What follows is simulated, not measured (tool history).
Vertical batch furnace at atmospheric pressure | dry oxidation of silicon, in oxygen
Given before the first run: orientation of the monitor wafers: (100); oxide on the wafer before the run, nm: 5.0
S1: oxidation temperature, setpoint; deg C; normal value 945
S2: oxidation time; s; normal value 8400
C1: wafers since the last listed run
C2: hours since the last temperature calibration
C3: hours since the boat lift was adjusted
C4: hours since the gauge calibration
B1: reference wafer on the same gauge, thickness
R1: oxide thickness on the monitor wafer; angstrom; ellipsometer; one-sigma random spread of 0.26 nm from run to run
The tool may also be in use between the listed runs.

run 1 day=0 | S1=950 S2=7170 | C1=0 C2=2329.9 C3=2008.2 C4=245.6 | B1=68.1 | R1=519.7
run 2 day=2.358 | S1=945 S2=8400 | C1=708 C2=2386.5 C3=2064.8 C4=302.2 | B1=68.23 | R1=552.9
run 3 day=4.296 | S1=945 S2=6930 | C1=582 C2=2433 C3=2111.3 C4=348.7 | B1=68.13 | R1=481.9
run 4 day=5.354 | S1=945 S2=6930 | C1=318 C2=2458.4 C3=2136.7 C4=374.1 | B1=68.11 | R1=482.8
run 5 day=8.325 | S1=953 S2=8400 | C1=892 C2=2529.7 C3=2208 C4=445.4 | B1=68.2 | R1=597.1
run 6 day=10.075 | S1=953 S2=8400 | C1=525 C2=2571.7 C3=2250 C4=487.4 | B1=68.16 | R1=597.9
run 7 day=11.608 | S1=945 S2=8400 | C1=460 C2=2608.5 C3=2286.8 C4=524.2 | B1=68.13 | R1=547.1
run 8 day=13.321 | S1=945 S2=8400 | C1=514 C2=2649.6 C3=2327.9 C4=565.3 | B1=68.14 | R1=551.4
run 9 day=15.871 | S1=945 S2=8400 | C1=766 C2=2710.8 C3=2389.1 C4=626.5 | B1=68.11 | R1=553.3
run 10 day=18.362 | S1=945 S2=8400 | C1=748 C2=2770.6 C3=2448.9 C4=686.3 | B1=68.11 | R1=550.5
run 11 day=20.825 | S1=945 S2=8400 | C1=740 C2=2829.7 C3=2508 C4=745.4 | B1=68.15 | R1=548.5
-- day=22.525 thermocouples replaced and temperature profile calibrated
run 12 day=22.546 | S1=945 S2=8400 | C1=216 C2=0.5 C3=2549.3 C4=786.7 | B1=68 | R1=552
run 13 day=27.1 | S1=945 S2=8400 | C1=1368 C2=109.8 C3=2658.6 C4=896 | B1=68.02 | R1=553.7
-- day=28.612 gauge calibrated
run 14 day=29.242 | S1=925 S2=8400 | C1=643 C2=161.2 C3=2710 C4=15.1 | B1=68.14 | R1=446.1
run 15 day=31.188 | S1=925 S2=8400 | C1=584 C2=207.9 C3=2756.7 C4=61.8 | B1=68.08 | R1=448
run 16 day=34.108 | S1=925 S2=8400 | C1=877 C2=278 C3=2826.8 C4=131.9 | B1=68.08 | R1=448.3
run 17 day=35.788 | S1=945 S2=6600 | C1=504 C2=318.3 C3=2867.1 C4=172.2 | B1=68.19 | R1=460.7
run 18 day=37.404 | S1=945 S2=6600 | C1=485 C2=357.1 C3=2905.9 C4=211 | B1=68.13 | R1=461.9
run 19 day=39.6 | S1=945 S2=8400 | C1=660 C2=409.8 C3=2958.6 C4=263.7 | B1=68.06 | R1=548.2
run 20 day=42.067 | S1=921 S2=6450 | C1=741 C2=469 C3=3017.8 C4=322.9 | B1=68.09 | R1=359.6
run 21 day=43.183 | S1=968 S2=5340 | C1=335 C2=495.8 C3=3044.6 C4=349.7 | B1=68.19 | R1=496.5
run 22 day=44.783 | S1=966 S2=5520 | C1=480 C2=534.2 C3=3083 C4=388.1 | B1=68.12 | R1=503
run 23 day=46.079 | S1=945 S2=8400 | C1=389 C2=565.3 C3=3114.1 C4=419.2 | B1=68.14 | R1=544.5
-- day=47.3 boat lift adjusted
run 24 day=47.85 | S1=966 S2=11490 | C1=231 C2=607.8 C3=13.2 C4=461.7 | B1=68.06 | R1=857.8
run 25 day=50.792 | S1=922 S2=8400 | C1=884 C2=678.4 C3=83.8 C4=532.3 | B1=68.12 | R1=444
run 26 day=52.238 | S1=945 S2=8400 | C1=434 C2=713.1 C3=118.5 C4=567 | B1=68.11 | R1=565
run 27 day=54.654 | S1=931 S2=4230 | C1=726 C2=771.1 C3=176.5 C4=625 | B1=68.15 | R1=311.4
run 28 day=57.467 | S1=945 S2=5250 | C1=845 C2=838.6 C3=244 C4=692.5 | B1=68.18 | R1=409.3
run 29 day=59.421 | S1=922 S2=12300 | C1=587 C2=885.5 C3=290.9 C4=739.4 | B1=68.13 | R1=580.4
run 30 day=61.108 | S1=954 S2=4680 | C1=507 C2=926 C3=331.4 C4=779.9 | B1=68.16 | R1=415
run 31 day=64.029 | S1=966 S2=4440 | C1=877 C2=996.1 C3=401.5 C4=850 | B1=68.1 | R1=441.9
run 32 day=65.075 | S1=952 S2=5850 | C1=314 C2=1021.2 C3=426.6 C4=875.1 | B1=68.23 | R1=472.3
run 33 day=66.242 | S1=961 S2=4950 | C1=350 C2=1049.2 C3=454.6 C4=903.1 | B1=68.06 | R1=458.9
run 34 day=67.792 | S1=934 S2=8400 | C1=465 C2=1086.4 C3=491.8 C4=940.3 | B1=68.13 | R1=503.6
run 35 day=69.162 | S1=945 S2=8400 | C1=412 C2=1119.3 C3=524.7 C4=973.2 | B1=68.12 | R1=564.6
run 36 day=71.525 | S1=945 S2=8400 | C1=710 C2=1176 C3=581.4 C4=1029.9 | B1=68.05 | R1=564.5
-- day=71.979 gauge calibrated
run 37 day=72.838 | S1=966 S2=11250 | C1=394 C2=1207.5 C3=612.9 C4=20.6 | B1=68.09 | R1=834.7
run 38 day=74.458 | S1=929 S2=4620 | C1=487 C2=1246.4 C3=651.8 C4=59.5 | B1=68.11 | R1=321.2

Branching from run 38: 5 alternative next runs. What would each branch give?
run A day=74.717 | S1=945 S2=6870 | C1=77 C2=1252.6 C3=658 C4=65.7 | B1=? | R1=?
run B day=74.717 | S1=930 S2=10350 | C1=77 C2=1252.6 C3=658 C4=65.7 | B1=? | R1=?
run C day=74.717 | S1=945 S2=4800 | C1=77 C2=1252.6 C3=658 C4=65.7 | B1=? | R1=?
run D day=74.717 | S1=928 S2=12240 | C1=77 C2=1252.6 C3=658 C4=65.7 | B1=? | R1=?
run E day=74.717 | S1=938 S2=10890 | C1=77 C2=1252.6 C3=658 C4=65.7 | B1=? | R1=?

run=A B1=68.17 R1=488.3
run=B B1=68.17 R1=558.5
run=C B1=68.17 R1=383.4
run=D B1=68.17 R1=616.3
run=E B1=68.17 R1=630
With no hidden state in the tool, these same runs would have given:
run=A R1=493.9
run=B R1=565.2
run=C R1=387.8
run=D R1=623.9
run=E R1=637.5

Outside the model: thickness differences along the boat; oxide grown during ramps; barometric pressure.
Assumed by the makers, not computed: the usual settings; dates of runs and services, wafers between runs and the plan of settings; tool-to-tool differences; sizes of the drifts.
